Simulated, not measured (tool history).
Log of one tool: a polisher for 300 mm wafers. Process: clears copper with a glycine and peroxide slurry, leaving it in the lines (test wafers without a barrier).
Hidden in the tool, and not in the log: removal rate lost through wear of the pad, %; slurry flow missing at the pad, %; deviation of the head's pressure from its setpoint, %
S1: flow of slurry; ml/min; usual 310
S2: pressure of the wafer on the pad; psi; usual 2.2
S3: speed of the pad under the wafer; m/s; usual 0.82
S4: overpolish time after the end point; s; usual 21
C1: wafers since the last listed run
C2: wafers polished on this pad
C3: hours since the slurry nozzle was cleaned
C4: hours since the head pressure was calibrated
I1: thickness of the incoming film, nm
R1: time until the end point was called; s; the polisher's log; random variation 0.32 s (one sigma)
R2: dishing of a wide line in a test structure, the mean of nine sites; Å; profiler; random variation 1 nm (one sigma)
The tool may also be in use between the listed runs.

run 1 hour=0.0 | S1=310 S2=2.7 S3=0.82 S4=21 | C1=0 C2=749 C3=275.9 C4=1412.4 | I1=362.9 | R1=74.2 R2=632
run 2 hour=14.7 | S1=310 S2=2.2 S3=0.82 S4=21 | C1=93 C2=843 C3=290.6 C4=1427.1 | I1=354.0 | R1=81.0 R2=559
run 3 hour=40.6 | S1=310 S2=2.2 S3=1.04 S4=21 | C1=164 C2=1007 C3=316.5 C4=1453.0 | I1=362.8 | R1=69.5 R2=646
run 4 hour=49.6 | S1=310 S2=2.2 S3=1.04 S4=21 | C1=57 C2=1064 C3=325.5 C4=1462.0 | I1=358.8 | R1=68.9 R2=652
run 5 hour=60.7 | S1=310 S2=2.2 S3=0.82 S4=21 | C1=70 C2=1135 C3=336.6 C4=1473.1 | I1=361.1 | R1=83.6 R2=569
run 6 hour=76.9 | S1=310 S2=2.2 S3=0.82 S4=21 | C1=102 C2=1238 C3=352.8 C4=1489.3 | I1=365.7 | R1=84.8 R2=586
run 7 hour=92.3 | S1=310 S2=2.2 S3=0.82 S4=21 | C1=97 C2=1336 C3=368.2 C4=1504.7 | I1=352.9 | R1=82.2 R2=549
-- hour=94.8 slurry nozzle cleaned
run 8 hour=100.4 | S1=310 S2=2.2 S3=0.72 S4=28 | C1=45 C2=1381 C3=5.6 C4=1512.8 | I1=361.4 | R1=92.6 R2=648
-- hour=107.4 worn pad replaced by a new one
run 9 hour=116.1 | S1=310 S2=2.2 S3=0.82 S4=21 | C1=74 C2=55 C3=21.3 C4=1528.5 | I1=364.6 | R1=81.9 R2=587
-- hour=121.9 head pressure recalibrated
run 10 hour=129.0 | S1=310 S2=2.8 S3=0.82 S4=33 | C1=69 C2=124 C3=34.2 C4=7.1 | I1=357.1 | R1=69.6 R2=900
run 11 hour=145.0 | S1=310 S2=2.2 S3=0.82 S4=21 | C1=101 C2=226 C3=50.2 C4=23.1 | I1=352.4 | R1=79.1 R2=562
run 12 hour=152.2 | S1=225 S2=2.7 S3=0.82 S4=9 | C1=45 C2=272 C3=57.4 C4=30.3 | I1=361.5 | R1=73.4 R2=295
run 13 hour=160.6 | S1=215 S2=2.2 S3=1.08 S4=17 | C1=53 C2=325 C3=65.8 C4=38.7 | I1=363.6 | R1=67.5 R2=546
run 14 hour=167.3 | S1=230 S2=1.7 S3=0.92 S4=14 | C1=42 C2=368 C3=72.5 C4=45.4 | I1=362.1 | R1=87.9 R2=397
run 15 hour=175.3 | S1=310 S2=2.2 S3=0.82 S4=21 | C1=50 C2=418 C3=80.5 C4=53.4 | I1=355.5 | R1=79.9 R2=577

Forecast each of these 3 alternatives for the next run:
run A hour=175.8 | S1=310 S2=2.2 S3=0.82 S4=21 | C1=3 C2=422 C3=81.0 C4=53.9 | I1=359.1 | R1=? R2=?
run B hour=175.8 | S1=310 S2=2.2 S3=0.82 S4=31 | C1=3 C2=422 C3=81.0 C4=53.9 | I1=359.1 | R1=? R2=?
run C hour=175.8 | S1=310 S2=2.2 S3=0.82 S4=30 | C1=3 C2=422 C3=81.0 C4=53.9 | I1=359.1 | R1=? R2=?

run=A R1=81.3 R2=581
run=B R1=81.3 R2=776
run=C R1=81.3 R2=759
Without the tool's hidden state the same runs would have given:
run=A R1=80.0 R2=589
run=B R1=80.0 R2=785
run=C R1=80.0 R2=767
